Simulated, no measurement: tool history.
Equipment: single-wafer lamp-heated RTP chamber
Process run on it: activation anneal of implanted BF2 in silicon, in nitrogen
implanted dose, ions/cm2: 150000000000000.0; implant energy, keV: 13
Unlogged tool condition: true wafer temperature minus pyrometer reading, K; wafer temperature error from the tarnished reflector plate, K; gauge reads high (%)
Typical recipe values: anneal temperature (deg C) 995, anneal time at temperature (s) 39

run	hour	anneal temperature (deg C)	anneal time at temperature (s)	wafers since the last listed run	wafers since the last pyrometer calibration	wafers since the reflector plate was cleaned	hours since the gauge calibration	read-back reference wafer on the same gauge, sheet resistance	sheet resistance of the implanted and annealed layer (ohm/square)
1	0	995	39	0	3113	1298	487.3	688.24	773.06
2	48.7	995	39	770	3883	2069	536	687.79	772.83
3	114.1	995	39	1035	4918	3104	601.4	687.98	770.73
4	138.7	995	39	389	5308	3493	626	687.77	771.8
5	174.4	995	39	565	5873	4058	661.7	687.72	771.13
6	208.6	995	39	541	6414	4600	695.9	688.17	772.07
# hour 236.5: pyrometer window cleaned and pyrometer calibrated
7	239.3	995	39	359	44	4959	726.6	688.12	773.38
8	274	995	39	549	594	5508	761.3	688.41	774.26
9	308.1	995	39	539	1133	6048	795.4	688.4	774.03
10	332.9	995	39	392	1526	6440	820.2	688.4	775.92
11	400.3	995	39	1066	2593	7507	887.6	688.18	772.21
12	445.6	976	54	716	3310	8224	932.9	688.33	774.52
13	512.7	995	39	1062	4372	9286	1000	688.05	774.62
14	539.2	979	27	419	4791	9706	1026.5	687.51	782.31
15	576.4	969	26	588	5380	10294	1063.7	687.95	784.83
16	647.9	1015	33	1131	6511	11426	1135.2	687.81	765.62
17	697.7	984	58	788	7300	12214	1185	688.25	764.9
# hour 723.6: pyrometer window cleaned and pyrometer calibrated
# hour 728.2: gauge calibrated
18	740.8	995	39	555	272	12770	12.6	687.86	775.08
19	777.5	980	46	580	853	13351	49.3	687.76	775.9
20	817.5	995	39	633	1486	13984	89.3	687.77	771.92
# hour 882.5: reflector plate cleaned
21	883	995	39	910	2396	8	154.8	688.06	773.74
22	906.9	1016	52	378	2775	386	178.7	688.48	757.12
23	949	995	39	666	3441	1052	220.8	687.71	773.88
24	1020.9	995	39	1137	4579	2190	292.7	688.55	773.29
25	1089.1	967	21	1079	5659	3270	360.9	688.03	788.7
26	1115.9	980	60	424	6083	3694	387.7	688.1	766.53
27	1184.6	1003	55	1087	7170	4781	456.4	688.02	759
28	1216.3	975	20	501	7672	5283	488.1	687.6	785.4
29	1263.2	995	39	742	8414	6025	535	687.93	770.07
# hour 1284.4: pyrometer window cleaned and pyrometer calibrated
30	1311.3	995	39	634	425	6660	583.1	687.96	773.22
31	1375.9	1019	17	1022	1448	7682	647.7	688.73	780.67
32	1441.3	1011	28	1035	2483	8717	713.1	688.05	773.12
33	1482.3	995	39	648	3132	9366	754.1	687.74	773.04
34	1518.2	995	29	568	3700	9934	790	688.15	777.28
35	1554.1	1008	60	568	4268	10503	825.9	687.91	754.2
36	1602.6	979	27	767	5036	11270	874.4	687.3	782.89

For some of the steps in sheet resistance of the implanted and annealed layer (ohm/square) from one run to the next: how much would appear even if the tool had no hidden state, given the settings, what came in and random variation, and how much remains for the hidden state plus any gauge scatter that the measured result and the result without hidden state don't share?
Run 6 -> 7: pyrometer window cleaned and pyrometer calibrated. sheet resistance of the implanted and annealed layer (ohm/square) +1.31: hidden state +3.32, all else -2.01.
Run 17 -> 18: anneal temperature (deg C) 984 -> 995, anneal time at temperature (s) 58 -> 39, pyrometer window cleaned and pyrometer calibrated, gauge calibrated. sheet resistance of the implanted and annealed layer (ohm/square) +10.18: hidden state +5.37, all else +4.81.
Run 27 -> 28: anneal temperature (deg C) 1003 -> 975, anneal time at temperature (s) 55 -> 20. sheet resistance of the implanted and annealed layer (ohm/square) +26.4: hidden state +2.54, all else +23.86.
Run 29 -> 30: pyrometer window cleaned and pyrometer calibrated. sheet resistance of the implanted and annealed layer (ohm/square) +3.15: hidden state +4.21, all else -1.06.
Run 34 -> 35: anneal temperature (deg C) 995 -> 1008, anneal time at temperature (s) 29 -> 60. sheet resistance of the implanted and annealed layer (ohm/square) -23.08: hidden state -2.36, all else -20.72.
Run 35 -> 36: anneal temperature (deg C) 1008 -> 979, anneal time at temperature (s) 60 -> 27. sheet resistance of the implanted and annealed layer (ohm/square) +28.69: hidden state +1.96, all else +26.73.

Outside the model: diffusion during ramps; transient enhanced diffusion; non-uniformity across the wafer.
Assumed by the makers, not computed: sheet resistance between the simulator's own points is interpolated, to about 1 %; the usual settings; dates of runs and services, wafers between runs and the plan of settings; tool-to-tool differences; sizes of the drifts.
